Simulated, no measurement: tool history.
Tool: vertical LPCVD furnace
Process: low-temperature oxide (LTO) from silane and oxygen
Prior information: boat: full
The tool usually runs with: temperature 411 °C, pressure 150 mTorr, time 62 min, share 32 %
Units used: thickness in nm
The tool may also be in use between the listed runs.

run     day  temperature  pressure  time  share  wafers since the last listed run  hours since the last temperature calibration  hours since the pressure gauge was zeroed  hours since the silane flow controller was replaced  hours since the gauge calibration  read-back reference wafer on the same gauge, thickness  thickness
  1       0          411       150    62     32                                 0                                        3652.5                                     2336.6                                               3556.2                              294.9                                                  298.82     369.38
  2   1.579          411       150    62     32                               450                                        3690.4                                     2374.5                                               3594.1                              332.8                                                  298.82     368.34
  3   2.921          411       150    62     32                               382                                        3722.6                                     2406.7                                               3626.3                                365                                                  299.22     367.55
  4   4.475          411       150    62     32                               443                                        3759.9                                       2444                                               3663.6                              402.3                                                  299.09     369.38
  5   6.825          411       150    62     32                               670                                        3816.3                                     2500.4                                                 3720                              458.7                                                  299.27     368.96
  6   9.767          411       150    62     32                               838                                        3886.9                                       2571                                               3790.6                              529.3                                                  299.29     368.54
  7  12.062          411       150    62     32                               654                                          3942                                     2626.1                                               3845.7                              584.4                                                  299.47     369.18
  8  14.054          411       150    62     32                               567                                        3989.8                                     2673.9                                               3893.5                              632.2                                                   299.6     369.09
     14.492  -- gauge calibrated
  9  16.321          404       180  46.5     38                               646                                        4044.2                                     2728.3                                               3947.9                               43.9                                                   296.4     381.72
 10  18.542          407       150    62     36                               633                                        4097.5                                     2781.6                                               4001.2                               97.2                                                  297.29     409.32
     21.221  -- pressure gauge zeroed
 11  21.242          411       150    62     32                               484                                        4162.3                                        0.5                                                 4066                                162                                                  298.02     366.59
 12  23.242          411       150    62     32                               570                                        4210.3                                       48.5                                                 4114                                210                                                  298.14     367.48
     26.771  -- thermocouples replaced and temperature profile calibrated
      26.85  -- silane flow controller replaced
 13  26.871          411       170    62     32                               726                                           2.4                                      135.6                                                  0.5                              297.1                                                  298.62     417.62
 14  27.958          408       150  41.5     35                               310                                          28.5                                      161.7                                                 26.6                              323.2                                                  298.76     268.22

Run 15 has not been measured yet. What should we expect?
 15  29.946          421       150    62     26                               566                                          76.2                                      209.4                                                 74.3                              370.9                                                       ?          ?

Run 15 came out at read-back reference wafer on the same gauge, thickness 299.11, thickness 304.46 nm.
Minus the tool's unlogged condition, the same run would have read thickness 301.47 nm.
